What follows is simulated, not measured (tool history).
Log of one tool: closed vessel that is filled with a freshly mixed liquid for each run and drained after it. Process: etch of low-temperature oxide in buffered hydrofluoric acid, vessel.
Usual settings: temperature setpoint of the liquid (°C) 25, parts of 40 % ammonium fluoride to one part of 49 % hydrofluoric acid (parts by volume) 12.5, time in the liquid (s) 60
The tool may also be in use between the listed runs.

run	hour	temperature setpoint of the liquid (°C)	parts of 40 % ammonium fluoride to one part of 49 % hydrofluoric acid (parts by volume)	time in the liquid (s)	read-back film thickness of the low-temperature oxide reference wafer, read on the same gauge (nm)	thickness taken off the low-temperature oxide on a monitor wafer (Å)
1	0	25	12.5	60	139.99	3612.5
2	7.8	25	12.5	60	140.02	3685.4
3	22.1	25	16.5	45	140.02	2108.1
4	34.6	25	16.5	45	139.94	2109.6
5	52.5	25	16.5	45	140.03	2090.3
6	60.9	25	12.5	60	140.03	3719.1
7	74.7	25	12.5	60	140	3689.7
8	105.4	25	12.5	50	140.01	3106.1
9	123	25	12.5	50	140.05	3129.8
10	134.2	23.5	11	35	140.03	2277.7
11	143.6	25	12.5	60	140.04	3795.9
12	150.6	25	9	60	139.97	4463.1
13	165.7	25	12.5	40	140	2240.6
14	182.7	25	12.5	60	139.99	3366.5
15	199.7	25	16	85	139.98	3792.5
16	210.5	25	16.5	60	140	2588.3
17	221.3	22.5	12.5	60	139.99	3007.2
18	232.1	25	17	95	140.04	3986.4
19	248.5	30	14.5	75	140.01	4890

Not shown: 4 entries that the log had between the listed runs. Between which runs, and how does the tool's hidden state differ before and after?
Between runs 7 and 8: gauge calibrated (hour 83.4)
  hydrofluoric acid flow above the setpoint (%): 11 -> 11.7
  measured less the result without the state, thickness taken off the low-temperature oxide on a monitor wafer (Å): +357.1 -> +319.4
Between runs 11 and 12: hydrofluoric acid flow meter replaced (hour 146.2)
  hydrofluoric acid flow above the setpoint (%): 12.7 -> 0.32
  measured less the result without the state, thickness taken off the low-temperature oxide on a monitor wafer (Å): +418.5 -> +15.6
Between runs 13 and 14: thermometer replaced (hour 181.7)
  hydrofluoric acid flow above the setpoint (%): 0.698 -> 1.12
  measured less the result without the state, thickness taken off the low-temperature oxide on a monitor wafer (Å): +15.3 -> +36.6
Between runs 18 and 19: gauge calibrated (hour 246.7)
  hydrofluoric acid flow above the setpoint (%): 2.36 -> 2.77
  measured less the result without the state, thickness taken off the low-temperature oxide on a monitor wafer (Å): +90.5 -> +129.2
